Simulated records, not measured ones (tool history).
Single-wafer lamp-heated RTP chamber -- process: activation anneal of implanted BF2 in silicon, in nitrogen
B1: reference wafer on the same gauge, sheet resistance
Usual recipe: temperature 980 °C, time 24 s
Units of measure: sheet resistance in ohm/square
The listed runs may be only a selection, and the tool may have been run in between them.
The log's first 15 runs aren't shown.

Run 16, hour 717.5: usual settings; B1 426.78. Result: sheet resistance 450.89 ohm/square.
At hour 797.0: pyrometer window cleaned and pyrometer calibrated.
Run 17, hour 797.5: usual settings but temperature 1006 °C, time 32 s; B1 426.91. Result: sheet resistance 424.40 ohm/square.
Run 18, hour 836.0: usual settings; B1 426.66. Result: sheet resistance 447.30 ohm/square.
Run 19, hour 863.0: usual settings but temperature 968 °C, time 12 s; B1 426.39. Result: sheet resistance 479.18 ohm/square.
Run 20, hour 892.0: usual settings but temperature 992 °C, time 36 s; B1 426.77. Result: sheet resistance 428.69 ohm/square.
Run 21, hour 959.5: usual settings; B1 425.24. Result: sheet resistance 448.13 ohm/square.
At hour 1007.0: reflector plate cleaned.
Run 22, hour 1018.6: usual settings; B1 424.48. Result: sheet resistance 448.09 ohm/square.
Run 23, hour 1063.8: usual settings; B1 425.21. Result: sheet resistance 447.70 ohm/square.
Run 24, hour 1088.8: usual settings; B1 425.63. Result: sheet resistance 447.09 ohm/square.
At hour 1093.4: gauge calibrated.
At hour 1145.6: pyrometer window cleaned and pyrometer calibrated.
Run 25, hour 1151.9: usual settings but temperature 1000 °C; B1 432.12. Result: sheet resistance 436.21 ohm/square.
Run 26, hour 1198.1: usual settings but temperature 952 °C, time 35 s; B1 431.67. Result: sheet resistance 492.06 ohm/square.
Run 27, hour 1261.1: usual settings but temperature 969 °C, time 16 s; B1 432.57. Result: sheet resistance 480.97 ohm/square.
Run 28, hour 1289.5: usual settings but temperature 1002 °C, time 37 s; B1 432.31. Result: sheet resistance 429.70 ohm/square.
Run 29, hour 1355.2: usual settings; B1 432.40. Result: sheet resistance 455.12 ohm/square.
Run 30, hour 1404.2: usual settings; B1 432.46. Result: sheet resistance 455.38 ohm/square.
Run 31, hour 1469.3: usual settings but temperature 962 °C, time 14 s; B1 431.97. Result: sheet resistance 493.51 ohm/square.
Run 32, hour 1518.6: usual settings but temperature 998 °C, time 32 s; B1 432.94. Result: sheet resistance 435.85 ohm/square.
Run 33, hour 1590.2: usual settings but temperature 953 °C, time 34 s; B1 432.34. Result: sheet resistance 493.22 ohm/square.
At hour 1599.8: pyrometer window cleaned and pyrometer calibrated.
Run 34, hour 1654.6: usual settings but temperature 1009 °C, time 10 s; B1 431.82. Result: sheet resistance 445.75 ohm/square.
At hour 1681.0: reflector plate cleaned.
Run 35, hour 1698.7: usual settings but time 30 s; B1 431.13. Result: sheet resistance 450.80 ohm/square.
Run 36, hour 1722.7: usual settings but time 13 s; B1 431.48. Result: sheet resistance 464.28 ohm/square.
Run 37, hour 1769.6: usual settings; B1 431.53. Result: sheet resistance 454.42 ohm/square.

3 options for the next run, each taken on its own from the tool as it stands now. Forecast them:
Run A, hour 1770.0: usual settings; B1 ?. Result: sheet resistance ?.
Run B, hour 1770.0: usual settings but temperature 963 °C, time 20 s; B1 ?. Result: sheet resistance ?.
Run C, hour 1770.0: usual settings but temperature 969 °C, time 37 s; B1 ?. Result: sheet resistance ?.

run      B1  sheet resistance
  A  431.47            454.30
  B  431.47            482.92
  C  431.47            459.62
With no hidden state in the tool, these same runs would have given:
run  sheet resistance
  A            452.58
  B            481.09
  C            457.88
